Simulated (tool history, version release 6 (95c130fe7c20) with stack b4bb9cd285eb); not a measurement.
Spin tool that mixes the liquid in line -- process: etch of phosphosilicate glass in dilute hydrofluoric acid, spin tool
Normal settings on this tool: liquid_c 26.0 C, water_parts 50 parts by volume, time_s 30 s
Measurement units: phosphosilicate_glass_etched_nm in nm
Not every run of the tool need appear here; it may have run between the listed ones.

run,day,liquid_c,water_parts,time_s,"read-back film thickness of the phosphosilicate glass reference wafer, read on the same gauge (nm)",phosphosilicate_glass_etched_nm
1,0.000,26.0,50,30,62.38,57.02
2,1.679,26.0,50,30,62.50,56.40
3,4.604,26.0,50,30,62.55,56.73
4,6.033,26.0,50,30,62.53,56.73
5,10.067,26.0,50,30,62.64,56.96
6,11.762,26.0,50,30,62.64,56.80
7,13.800,26.0,50,30,62.65,56.32
8,15.508,26.0,50,30,62.66,57.14
9,16.600,26.0,50,30,62.69,57.90
10,18.362,26.0,50,30,62.70,56.26
# day 19.433: gauge calibrated
11,20.162,30.5,50,30,59.82,63.98
12,22.892,26.0,50,30,60.22,55.03
# day 25.338: thermometer replaced
13,25.371,30.0,65,15,60.55,23.97
# day 26.142: hydrofluoric acid flow meter replaced
14,26.762,30.5,25,45,60.72,203.63
15,28.821,26.0,50,30,60.89,54.92
16,30.833,26.0,50,30,61.06,54.45
17,32.571,26.0,25,15,61.21,57.22
18,35.350,26.0,70,30,61.38,38.93
19,42.700,26.0,65,25,61.62,35.68
20,44.362,23.0,60,45,61.68,61.95
21,47.154,26.0,50,30,61.72,56.73

4 ways to go on from here, each from the tool as it stands after run 21. What would each give?
A,47.171,26.0,50,30,?,?
B,47.171,24.0,65,15,?,?
C,47.171,26.0,50,40,?,?
D,47.171,26.0,50,15,?,?

run,"read-back film thickness of the phosphosilicate glass reference wafer, read on the same gauge (nm)",phosphosilicate_glass_etched_nm
A,61.76,56.45
B,61.76,19.62
C,61.76,75.27
D,61.76,28.22
Had the tool no hidden state, the same runs would have come out as:
run,phosphosilicate_glass_etched_nm
A,54.84
B,19.06
C,73.13
D,27.42
